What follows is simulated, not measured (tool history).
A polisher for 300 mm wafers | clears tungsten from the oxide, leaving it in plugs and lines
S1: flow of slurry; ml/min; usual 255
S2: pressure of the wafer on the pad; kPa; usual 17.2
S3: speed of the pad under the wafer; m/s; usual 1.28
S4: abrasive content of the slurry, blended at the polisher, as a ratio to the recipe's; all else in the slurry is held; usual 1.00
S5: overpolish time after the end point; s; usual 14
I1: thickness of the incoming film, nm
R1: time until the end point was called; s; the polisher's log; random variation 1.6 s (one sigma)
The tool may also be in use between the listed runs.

run 1 hour=0.0 | S1=295 S2=13.8 S3=1.28 S4=1.00 S5=14 | I1=462.8 | R1=148.0
run 2 hour=39.3 | S1=255 S2=17.2 S3=1.28 S4=1.00 S5=14 | I1=451.9 | R1=116.4
-- hour=63.7 slurry tank refilled with fresh slurry and peroxide
run 3 hour=94.0 | S1=255 S2=17.2 S3=1.28 S4=1.00 S5=14 | I1=459.2 | R1=121.4
-- hour=122.4 worn pad replaced by a new one
run 4 hour=160.1 | S1=255 S2=19.3 S3=1.28 S4=1.00 S5=14 | I1=462.2 | R1=108.8
run 5 hour=199.6 | S1=255 S2=19.3 S3=1.28 S4=1.00 S5=14 | I1=457.1 | R1=108.0
-- hour=233.0 slurry nozzle cleaned
run 6 hour=260.4 | S1=255 S2=17.2 S3=0.86 S4=1.00 S5=14 | I1=457.3 | R1=182.9
run 7 hour=286.3 | S1=195 S2=19.3 S3=1.28 S4=1.00 S5=11 | I1=463.8 | R1=116.3
run 8 hour=319.7 | S1=255 S2=11.7 S3=1.40 S4=1.00 S5=14 | I1=455.1 | R1=167.5
-- hour=337.4 head pressure recalibrated
-- hour=348.3 slurry blender recalibrated
run 9 hour=374.4 | S1=255 S2=17.2 S3=1.28 S4=0.75 S5=14 | I1=456.9 | R1=131.2
run 10 hour=435.4 | S1=190 S2=17.2 S3=1.28 S4=1.00 S5=14 | I1=456.9 | R1=122.1
-- hour=503.3 worn pad replaced by a new one
run 11 hour=503.6 | S1=255 S2=17.2 S3=1.28 S4=1.00 S5=14 | I1=458.7 | R1=120.7
-- hour=523.6 slurry tank refilled with fresh slurry and peroxide
run 12 hour=573.5 | S1=255 S2=17.2 S3=1.28 S4=1.10 S5=11 | I1=460.8 | R1=117.2
-- hour=650.3 slurry nozzle cleaned
run 13 hour=755.9 | S1=255 S2=17.2 S3=0.92 S4=1.00 S5=14 | I1=459.4 | R1=174.3

The next listed run, before its measurement:
-- hour=773.7 slurry blender recalibrated
run 14 hour=784.3 | S1=255 S2=17.2 S3=1.28 S4=1.00 S5=14 | I1=462.0 | R1=?

{"run 14": {"R1": 120.1}}
Without the tool's hidden state the same run would have given R1 119.7 s.
